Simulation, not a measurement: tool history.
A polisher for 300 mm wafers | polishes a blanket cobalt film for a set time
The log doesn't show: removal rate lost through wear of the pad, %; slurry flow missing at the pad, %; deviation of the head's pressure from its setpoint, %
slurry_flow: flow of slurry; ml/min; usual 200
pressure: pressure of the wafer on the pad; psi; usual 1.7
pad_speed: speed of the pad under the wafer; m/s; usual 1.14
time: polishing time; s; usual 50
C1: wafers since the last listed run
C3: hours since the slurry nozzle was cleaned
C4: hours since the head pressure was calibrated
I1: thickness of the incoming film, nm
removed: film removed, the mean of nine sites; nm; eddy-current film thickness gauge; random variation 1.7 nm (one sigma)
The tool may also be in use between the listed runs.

Run 1, day 0.000: usual settings but time 36 s; C1 0; wafers polished on this pad 863; C3 224.7; C4 775.6; I1 821.6. Result: removed 133.6 nm.
Run 2, day 0.362: usual settings but pressure 1.9 psi; C1 117; wafers polished on this pad 981; C3 233.4; C4 784.3; I1 817.3. Result: removed 197.8 nm.
Run 3, day 0.825: usual settings but slurry_flow 240 ml/min, pressure 1.9 psi; C1 150; wafers polished on this pad 1131; C3 244.5; C4 795.4; I1 840.5. Result: removed 202.0 nm.
Run 4, day 1.529: usual settings; C1 228; wafers polished on this pad 1360; C3 261.4; C4 812.3; I1 840.7. Result: removed 187.3 nm.
At day 2.000: worn pad replaced by a new one.
Run 5, day 2.021: usual settings but slurry_flow 150 ml/min, pressure 1.3 psi; C1 105; wafers polished on this pad 6; C3 273.2; C4 824.1; I1 817.7. Result: removed 161.5 nm.
Run 6, day 2.321: usual settings but slurry_flow 150 ml/min, pressure 1.3 psi; C1 97; wafers polished on this pad 104; C3 280.4; C4 831.3; I1 822.0. Result: removed 158.4 nm.
Run 7, day 2.700: usual settings; C1 123; wafers polished on this pad 227; C3 289.5; C4 840.4; I1 832.3. Result: removed 193.7 nm.
Run 8, day 3.429: usual settings; C1 237; wafers polished on this pad 464; C3 307.0; C4 857.9; I1 830.7. Result: removed 189.5 nm.
Run 9, day 4.592: usual settings but slurry_flow 220 ml/min, pressure 1.5 psi; C1 378; wafers polished on this pad 842; C3 334.9; C4 885.8; I1 835.7. Result: removed 174.9 nm.
Run 10, day 4.846: usual settings but slurry_flow 220 ml/min, pressure 1.5 psi; C1 82; wafers polished on this pad 925; C3 341.0; C4 891.9; I1 827.5. Result: removed 175.8 nm.
At day 5.267: slurry nozzle cleaned.
At day 6.133: worn pad replaced by a new one.
Run 11, day 6.246: usual settings but slurry_flow 220 ml/min, pressure 1.5 psi; C1 387; wafers polished on this pad 36; C3 23.5; C4 925.5; I1 833.3. Result: removed 186.4 nm.
Run 12, day 6.567: usual settings but slurry_flow 250 ml/min; C1 104; wafers polished on this pad 141; C3 31.2; C4 933.2; I1 832.6. Result: removed 200.3 nm.
Run 13, day 8.200: usual settings but slurry_flow 220 ml/min; C1 531; wafers polished on this pad 672; C3 70.4; C4 972.4; I1 831.6. Result: removed 190.0 nm.
Run 14, day 8.675: usual settings but pad_speed 0.82 m/s, time 45 s; C1 154; wafers polished on this pad 826; C3 81.8; C4 983.8; I1 829.6. Result: removed 120.8 nm.
At day 9.121: head pressure recalibrated.
Run 15, day 9.317: usual settings; C1 181; wafers polished on this pad 1008; C3 97.2; C4 4.7; I1 814.4. Result: removed 188.2 nm.
Run 16, day 9.650: usual settings but slurry_flow 130 ml/min, pressure 1.1 psi, pad_speed 1.32 m/s; C1 108; wafers polished on this pad 1116; C3 105.2; C4 12.7; I1 834.4. Result: removed 160.1 nm.
Run 17, day 9.942: usual settings; C1 94; wafers polished on this pad 1211; C3 112.2; C4 19.7; I1 828.4. Result: removed 184.7 nm.
Run 18, day 10.496: usual settings; C1 180; wafers polished on this pad 1391; C3 125.5; C4 33.0; I1 835.6. Result: removed 188.2 nm.
At day 10.800: worn pad replaced by a new one.
Run 19, day 10.875: usual settings but slurry_flow 160 ml/min; C1 69; wafers polished on this pad 23; C3 134.6; C4 42.1; I1 826.8. Result: removed 189.3 nm.
Run 20, day 11.554: usual settings but pressure 2.1 psi; C1 220; wafers polished on this pad 244; C3 150.9; C4 58.4; I1 834.4. Result: removed 222.7 nm.
Run 21, day 11.871: usual settings; C1 102; wafers polished on this pad 347; C3 158.5; C4 66.0; I1 832.9. Result: removed 189.8 nm.
Run 22, day 12.242: usual settings but pressure 2.3 psi, time 39 s; C1 120; wafers polished on this pad 468; C3 167.4; C4 74.9; I1 841.4. Result: removed 178.6 nm.

Forecast each of these 4 alternatives for the next run:
Run A, day 12.258: usual settings; C1 5; wafers polished on this pad 473; C3 167.8; C4 75.3; I1 839.3. Result: removed ?.
Run B, day 12.258: usual settings but slurry_flow 150 ml/min, pressure 1.1 psi, pad_speed 1.32 m/s, time 64 s; C1 5; wafers polished on this pad 473; C3 167.8; C4 75.3; I1 839.3. Result: removed ?.
Run C, day 12.258: usual settings but slurry_flow 240 ml/min; C1 5; wafers polished on this pad 473; C3 167.8; C4 75.3; I1 839.3. Result: removed ?.
Run D, day 12.258: usual settings but pad_speed 1.24 m/s, time 33 s; C1 5; wafers polished on this pad 473; C3 167.8; C4 75.3; I1 839.3. Result: removed ?.

run  removed
  A    192.3
  B    215.0
  C    196.6
  D    138.0
Without the tool's hidden state the same runs would have given:
run  removed
  A    202.0
  B    225.8
  C    206.5
  D    145.0
